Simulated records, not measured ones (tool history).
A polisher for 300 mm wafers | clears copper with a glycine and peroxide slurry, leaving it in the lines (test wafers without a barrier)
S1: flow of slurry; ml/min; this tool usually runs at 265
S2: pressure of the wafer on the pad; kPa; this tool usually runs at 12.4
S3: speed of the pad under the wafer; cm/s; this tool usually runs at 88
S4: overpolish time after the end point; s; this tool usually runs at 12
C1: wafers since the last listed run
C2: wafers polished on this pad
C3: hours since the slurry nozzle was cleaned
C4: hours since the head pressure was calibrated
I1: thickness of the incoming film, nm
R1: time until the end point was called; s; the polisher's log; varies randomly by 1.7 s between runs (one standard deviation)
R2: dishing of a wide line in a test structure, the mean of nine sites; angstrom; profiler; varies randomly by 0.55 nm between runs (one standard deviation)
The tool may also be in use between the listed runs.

run	hour	S1	S2	S3	S4	C1	C2	C3	C4	I1	R1	R2
1	0.0	265	10.3	88	7	0	940	115.5	30.5	306.7	121.7	161
2	37.5	265	10.3	88	7	416	1357	153.0	68.0	303.1	120.9	155
3	82.0	265	12.4	88	14	494	1851	197.5	112.5	302.4	107.4	330
# hour 106.3: worn pad replaced by a new one
4	117.8	265	12.4	88	12	353	127	233.3	148.3	301.9	105.4	291
5	175.4	265	12.4	88	12	639	767	290.9	205.9	307.5	109.1	285
6	223.4	265	12.4	88	12	533	1300	338.9	253.9	306.6	110.3	278
7	269.6	265	12.4	104	12	513	1813	385.1	300.1	308.3	100.3	304
# hour 326.4: worn pad replaced by a new one
8	329.6	265	12.4	104	12	622	35	445.1	360.1	306.0	105.9	292
# hour 360.0: slurry nozzle cleaned
9	361.5	265	10.3	88	12	343	378	1.5	392.0	299.0	121.4	251
10	413.2	265	12.4	88	16	574	953	53.2	443.7	302.1	109.8	363
11	442.9	265	12.4	88	16	329	1283	82.9	473.4	305.6	110.1	369
# hour 503.5: worn pad replaced by a new one
# hour 551.3: head pressure recalibrated
12	560.2	265	12.4	88	12	1236	607	200.2	8.9	308.4	108.0	286
13	605.1	175	14.5	88	12	498	1106	245.1	53.8	305.2	104.9	298
14	633.7	265	11.0	88	12	317	1424	273.7	82.4	298.5	117.3	271
15	670.8	265	10.3	88	15	412	1836	310.8	119.5	309.0	123.9	308
# hour 701.6: worn pad replaced by a new one
16	708.4	265	12.4	88	12	373	75	348.4	157.1	306.4	112.9	273
17	739.4	210	12.4	88	12	344	420	379.4	188.1	310.5	118.6	266
18	785.1	235	9.7	108	9	507	927	425.1	233.8	308.5	121.7	196
# hour 813.7: slurry nozzle cleaned
19	826.1	265	9.7	88	17	444	1372	12.4	274.8	307.7	127.4	347
20	867.1	265	12.4	88	12	455	1827	53.4	315.8	309.0	109.6	290
# hour 914.4: worn pad replaced by a new one
21	926.8	265	9.7	88	12	618	137	113.1	375.5	305.4	128.0	241
22	996.2	265	12.4	88	10	770	908	182.5	444.9	298.5	109.7	232

Consider 5 possible next runs. They are alternatives, not a sequence: every one starts from the tool as it was left by run 22. What does each give?
A	996.6	265	12.4	88	12	4	913	182.9	445.3	307.3	?	?
B	996.6	265	12.4	88	15	4	913	182.9	445.3	307.3	?	?
C	996.6	265	12.4	78	12	4	913	182.9	445.3	307.3	?	?
D	996.6	200	15.9	88	12	4	913	182.9	445.3	307.3	?	?
E	996.6	265	12.4	88	6	4	913	182.9	445.3	307.3	?	?

run	R1	R2
A	113.5	278
B	113.5	339
C	122.4	260
D	100.3	312
E	113.5	146
Stripped of hidden state, with their random variation kept, the same runs would have yielded:
run	R1	R2
A	108.0	291
B	108.0	355
C	116.6	272
D	94.9	327
E	108.0	153
